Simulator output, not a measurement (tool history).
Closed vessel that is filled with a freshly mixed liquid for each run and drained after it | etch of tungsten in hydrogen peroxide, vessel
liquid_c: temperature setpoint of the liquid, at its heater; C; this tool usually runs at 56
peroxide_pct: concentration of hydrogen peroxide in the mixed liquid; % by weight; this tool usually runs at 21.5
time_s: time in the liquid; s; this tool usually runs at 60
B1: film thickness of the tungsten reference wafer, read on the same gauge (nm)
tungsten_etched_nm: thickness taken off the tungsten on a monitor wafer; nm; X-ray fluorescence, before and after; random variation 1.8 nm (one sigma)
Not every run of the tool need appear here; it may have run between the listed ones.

Run 1, hour 0: usual settings; B1 135.28. Result: tungsten_etched_nm 221.66 nm.
Run 2, hour 94.3: usual settings; B1 135.74. Result: tungsten_etched_nm 222.14 nm.
At hour 95.4: new drum of peroxide connected.
Run 3, hour 192.1: usual settings but liquid_c 53.5 C; B1 136.26. Result: tungsten_etched_nm 188.37 nm.
Run 4, hour 236: usual settings but liquid_c 53.5 C; B1 136.49. Result: tungsten_etched_nm 190.78 nm.
Run 5, hour 315.2: usual settings but liquid_c 53.5 C; B1 136.96. Result: tungsten_etched_nm 192.03 nm.
Run 6, hour 368.8: usual settings; B1 137.21. Result: tungsten_etched_nm 226.12 nm.
Run 7, hour 418.7: usual settings; B1 137.53. Result: tungsten_etched_nm 223.88 nm.
Run 8, hour 515: usual settings; B1 138.13. Result: tungsten_etched_nm 224.5 nm.
Run 9, hour 598.4: usual settings but liquid_c 58.5 C, peroxide_pct 19.5 % by weight; B1 138.66. Result: tungsten_etched_nm 253.64 nm.
At hour 669.5: peroxide flow meter replaced.
Run 10, hour 692: usual settings but liquid_c 58.5 C, peroxide_pct 19.5 % by weight; B1 139.2. Result: tungsten_etched_nm 251.68 nm.
At hour 699.7: new drum of peroxide connected.
At hour 708: gauge calibrated.
Run 11, hour 768: usual settings but liquid_c 47.5 C, peroxide_pct 19.5 % by weight, time_s 75 s; B1 129.8. Result: tungsten_etched_nm 148.28 nm.
Run 12, hour 813: usual settings but liquid_c 46.5 C, peroxide_pct 24 % by weight, time_s 85 s; B1 129.85. Result: tungsten_etched_nm 180.11 nm.
Run 13, hour 857.6: usual settings but liquid_c 51.5 C, peroxide_pct 24.5 % by weight; B1 129.79. Result: tungsten_etched_nm 172.72 nm.
Run 14, hour 947.7: usual settings but liquid_c 51 C, peroxide_pct 24.5 % by weight; B1 129.88. Result: tungsten_etched_nm 168.54 nm.
Run 15, hour 1014.8: usual settings; B1 129.93. Result: tungsten_etched_nm 208.8 nm.
Run 16, hour 1118.8: usual settings; B1 129.96. Result: tungsten_etched_nm 212.48 nm.

Run 17 comes next. What will it give?
Run 17, hour 1176.5: usual settings but peroxide_pct 26.5 % by weight; B1 ?. Result: tungsten_etched_nm ?.

For run 17 the tool returned B1 130.05, tungsten_etched_nm 234.95 nm.
Had the tool carried no hidden state, the very same run would have given tungsten_etched_nm 234.87 nm.
